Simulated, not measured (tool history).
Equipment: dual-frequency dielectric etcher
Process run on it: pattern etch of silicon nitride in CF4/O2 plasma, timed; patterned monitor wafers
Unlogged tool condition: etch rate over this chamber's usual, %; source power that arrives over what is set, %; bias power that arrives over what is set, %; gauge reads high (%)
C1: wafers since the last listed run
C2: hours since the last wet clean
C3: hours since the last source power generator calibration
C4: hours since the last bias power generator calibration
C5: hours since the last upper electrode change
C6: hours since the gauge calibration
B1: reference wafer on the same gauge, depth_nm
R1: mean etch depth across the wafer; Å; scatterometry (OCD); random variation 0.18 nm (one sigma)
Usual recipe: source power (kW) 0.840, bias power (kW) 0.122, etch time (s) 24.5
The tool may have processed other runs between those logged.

Run 1, hour 0.0: usual settings; C1 0; C2 201.6; C3 2827.4; C4 3003.7; C5 4188.0; C6 589.9; B1 58.5. Result: R1 701 Å.
Run 2, hour 91.7: usual settings; C1 1133; C2 293.3; C3 2919.1; C4 3095.4; C5 4279.7; C6 681.6; B1 58.5. Result: R1 706 Å.
At hour 161.5: wet clean of the chamber.
Run 3, hour 162.0: usual settings but bias power (kW) 0.139; C1 572; C2 0.5; C3 2989.4; C4 3165.7; C5 4350.0; C6 751.9; B1 58.5. Result: R1 746 Å.
Run 4, hour 264.8: usual settings; C1 1270; C2 103.3; C3 3092.2; C4 3268.5; C5 4452.8; C6 854.7; B1 58.5. Result: R1 703 Å.
At hour 506.8: wet clean of the chamber.
At hour 527.9: bias power generator calibrated.
Run 5, hour 562.9: usual settings; C1 3339; C2 56.1; C3 3390.3; C4 35.0; C5 4750.9; C6 1152.8; B1 58.5. Result: R1 711 Å.
Run 6, hour 622.3: usual settings but etch time (s) 20.5; C1 734; C2 115.5; C3 3449.7; C4 94.4; C5 4810.3; C6 1212.2; B1 58.5. Result: R1 594 Å.
At hour 671.8: upper electrode replaced.
Run 7, hour 720.7: usual settings but etch time (s) 20.5; C1 919; C2 213.9; C3 3548.1; C4 192.8; C5 48.9; C6 1310.6; B1 58.5. Result: R1 593 Å.
Run 8, hour 824.9: usual settings but etch time (s) 20.5; C1 1288; C2 318.1; C3 3652.3; C4 297.0; C5 153.1; C6 1414.8; B1 58.5. Result: R1 598 Å.
At hour 917.7: wet clean of the chamber.
Run 9, hour 918.2: usual settings but source power (kW) 0.940, etch time (s) 27.0; C1 856; C2 0.5; C3 3745.6; C4 390.3; C5 246.4; C6 1508.1; B1 58.5. Result: R1 882 Å.
Run 10, hour 966.1: usual settings; C1 592; C2 48.4; C3 3793.5; C4 438.2; C5 294.3; C6 1556.0; B1 58.5. Result: R1 711 Å.
At hour 975.1: gauge calibrated.
At hour 996.3: source power generator calibrated.
Run 11, hour 1031.3: usual settings but etch time (s) 31.0; C1 756; C2 113.6; C3 35.0; C4 503.4; C5 359.5; C6 56.2; B1 58.5. Result: R1 876 Å.
Run 12, hour 1085.8: usual settings but source power (kW) 0.700, bias power (kW) 0.148, etch time (s) 21.0; C1 673; C2 168.1; C3 89.5; C4 557.9; C5 414.0; C6 110.7; B1 58.5. Result: R1 525 Å.
Run 13, hour 1129.6: usual settings but source power (kW) 0.750, bias power (kW) 0.150, etch time (s) 28.5; C1 541; C2 211.9; C3 133.3; C4 601.7; C5 457.8; C6 154.5; B1 58.5. Result: R1 771 Å.
Run 14, hour 1218.2: usual settings; C1 1095; C2 300.5; C3 221.9; C4 690.3; C5 546.4; C6 243.1; B1 58.5. Result: R1 688 Å.
Run 15, hour 1272.9: usual settings but source power (kW) 0.920, bias power (kW) 0.103, etch time (s) 28.0; C1 676; C2 355.2; C3 276.6; C4 745.0; C5 601.1; C6 297.8; B1 58.5. Result: R1 816 Å.
At hour 1323.4: wet clean of the chamber.
Run 16, hour 1380.7: usual settings but source power (kW) 1.040, bias power (kW) 0.136; C1 1036; C2 57.3; C3 384.4; C4 852.8; C5 708.9; C6 405.6; B1 58.5. Result: R1 898 Å.
Run 17, hour 1457.3: usual settings but etch time (s) 27.0; C1 947; C2 133.9; C3 461.0; C4 929.4; C5 785.5; C6 482.2; B1 58.5. Result: R1 761 Å.
Run 18, hour 1519.9: usual settings but bias power (kW) 0.133; C1 773; C2 196.5; C3 523.6; C4 992.0; C5 848.1; C6 544.8; B1 58.5. Result: R1 716 Å.

Below are 3 alternative next runs, each starting from the tool's condition after run 18. Predict each:
Run A, hour 1520.3: usual settings; C1 4; C2 196.9; C3 524.0; C4 992.4; C5 848.5; C6 545.2; B1 ?. Result: R1 ?.
Run B, hour 1520.3: usual settings but bias power (kW) 0.101; C1 4; C2 196.9; C3 524.0; C4 992.4; C5 848.5; C6 545.2; B1 ?. Result: R1 ?.
Run C, hour 1520.3: usual settings but source power (kW) 0.750; C1 4; C2 196.9; C3 524.0; C4 992.4; C5 848.5; C6 545.2; B1 ?. Result: R1 ?.

run    B1   R1
  A  58.5  693
  B  58.5  645
  C  58.5  613
Had the tool no hidden state, the same runs would have come out as:
run   R1
  A  693
  B  645
  C  613

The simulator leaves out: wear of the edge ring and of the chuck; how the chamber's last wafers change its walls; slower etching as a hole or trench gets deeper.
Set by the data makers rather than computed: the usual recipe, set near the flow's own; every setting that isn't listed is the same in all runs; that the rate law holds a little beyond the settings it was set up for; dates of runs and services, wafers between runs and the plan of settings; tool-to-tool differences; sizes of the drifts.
